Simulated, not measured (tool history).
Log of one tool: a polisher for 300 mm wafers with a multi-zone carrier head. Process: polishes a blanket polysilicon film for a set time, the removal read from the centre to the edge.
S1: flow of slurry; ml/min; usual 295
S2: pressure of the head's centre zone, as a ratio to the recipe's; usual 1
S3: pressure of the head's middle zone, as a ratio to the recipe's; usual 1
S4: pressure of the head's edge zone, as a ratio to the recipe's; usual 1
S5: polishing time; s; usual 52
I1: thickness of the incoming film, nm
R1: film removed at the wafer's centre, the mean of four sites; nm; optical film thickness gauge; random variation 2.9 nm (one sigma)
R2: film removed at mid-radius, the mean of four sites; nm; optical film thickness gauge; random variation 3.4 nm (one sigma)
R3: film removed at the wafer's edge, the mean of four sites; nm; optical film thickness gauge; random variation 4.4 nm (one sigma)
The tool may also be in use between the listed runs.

run 1 hour=0 | S1=295 S2=1 S3=1 S4=1 S5=64 | I1=923.9 | R1=377.9 R2=420.8 R3=405.4
-- hour=7 worn pad replaced by a new one
run 2 hour=35.7 | S1=295 S2=1 S3=1 S4=1 S5=38 | I1=919.5 | R1=222.2 R2=245.4 R3=246.2
run 3 hour=52.6 | S1=295 S2=1 S3=1 S4=1 S5=52 | I1=889.6 | R1=304.9 R2=338.4 R3=328.8
-- hour=79.7 centre zone pressure recalibrated
run 4 hour=80.2 | S1=295 S2=1 S3=1 S4=1 S5=52 | I1=918.5 | R1=340.5 R2=340.1 R3=333.3
run 5 hour=98.8 | S1=265 S2=0.92 S3=1 S4=1.07 S5=64 | I1=911.9 | R1=378.5 R2=412.4 R3=426.2
run 6 hour=165.6 | S1=355 S2=1 S3=1 S4=1 S5=52 | I1=896.6 | R1=334.6 R2=339.7 R3=338.2
-- hour=182.7 carrier head's membrane replaced by a new one
run 7 hour=183.7 | S1=295 S2=1 S3=0.96 S4=1 S5=52 | I1=910.9 | R1=324.2 R2=331.1 R3=330.3
-- hour=209.6 worn pad replaced by a new one
run 8 hour=215.3 | S1=385 S2=1 S3=1 S4=0.9 S5=44 | I1=902.1 | R1=280.9 R2=293.1 R3=277.6
run 9 hour=248.1 | S1=295 S2=1 S3=1 S4=1 S5=52 | I1=929.8 | R1=318.6 R2=338.3 R3=335.3
run 10 hour=261.5 | S1=190 S2=1 S3=1.09 S4=1 S5=52 | I1=902.5 | R1=301 R2=333.4 R3=320.9
run 11 hour=286.5 | S1=295 S2=1 S3=1 S4=1 S5=52 | I1=906.4 | R1=317 R2=334.5 R3=329.4
run 12 hour=299 | S1=335 S2=1 S3=1.11 S4=0.93 S5=41 | I1=919.3 | R1=254.6 R2=288.7 R3=256
run 13 hour=322.6 | S1=295 S2=1 S3=1 S4=1 S5=52 | I1=916.3 | R1=314.1 R2=332.5 R3=330.2
run 14 hour=353.1 | S1=295 S2=0.92 S3=1 S4=1 S5=52 | I1=906.8 | R1=289.2 R2=330.1 R3=335.8
run 15 hour=396.3 | S1=220 S2=1 S3=1 S4=1 S5=41 | I1=907 | R1=231.6 R2=252.8 R3=249.4
-- hour=407.4 worn pad replaced by a new one
run 16 hour=415.3 | S1=295 S2=1 S3=1.06 S4=0.95 S5=44 | I1=901.9 | R1=259.5 R2=296.5 R3=275.9
run 17 hour=427.9 | S1=195 S2=1 S3=0.93 S4=1 S5=52 | I1=907.6 | R1=286.3 R2=296.8 R3=312.8
run 18 hour=456.4 | S1=295 S2=1 S3=1 S4=1 S5=52 | I1=908.7 | R1=305.4 R2=330.2 R3=328.1
run 19 hour=476.9 | S1=210 S2=1 S3=1 S4=1.11 S5=46 | I1=915.3 | R1=254 R2=278.2 R3=295.8
run 20 hour=511.1 | S1=295 S2=1 S3=0.94 S4=1.07 S5=52 | I1=914 | R1=299.8 R2=306.7 R3=336.4
run 21 hour=539.5 | S1=295 S2=1 S3=1 S4=1 S5=52 | I1=925.9 | R1=297.3 R2=327.7 R3=318.5
-- hour=564.6 slurry nozzle cleaned
run 22 hour=571.5 | S1=320 S2=1.09 S3=1 S4=1 S5=52 | I1=906.6 | R1=341.2 R2=344.8 R3=338.1
run 23 hour=606.2 | S1=295 S2=1.03 S3=1 S4=1 S5=52 | I1=926.2 | R1=321.8 R2=335.6 R3=340

Some steps in R1 between neighbouring runs. How much of each would the tool show without its hidden state too (settings, what came in, random variation), and how much is left for the hidden state, with any gauge scatter that isn't in both results?
The hidden state here: removal rate lost through wear of the pad, %; slurry flow missing at the pad, %; deviation of the centre zone's pressure from its setpoint, %; deviation of the edge zone's pressure from its setpoint, %.
Run 1 -> 2: S5 64 -> 38, worn pad replaced by a new one. R1 -155.7 nm: hidden state +18.5, all else -174.2.
Run 2 -> 3: S5 38 -> 52. R1 +82.7 nm: hidden state -10.5, all else +93.2.
Run 3 -> 4: centre zone pressure recalibrated. R1 +35.6 nm: hidden state +33.7, all else +1.9.

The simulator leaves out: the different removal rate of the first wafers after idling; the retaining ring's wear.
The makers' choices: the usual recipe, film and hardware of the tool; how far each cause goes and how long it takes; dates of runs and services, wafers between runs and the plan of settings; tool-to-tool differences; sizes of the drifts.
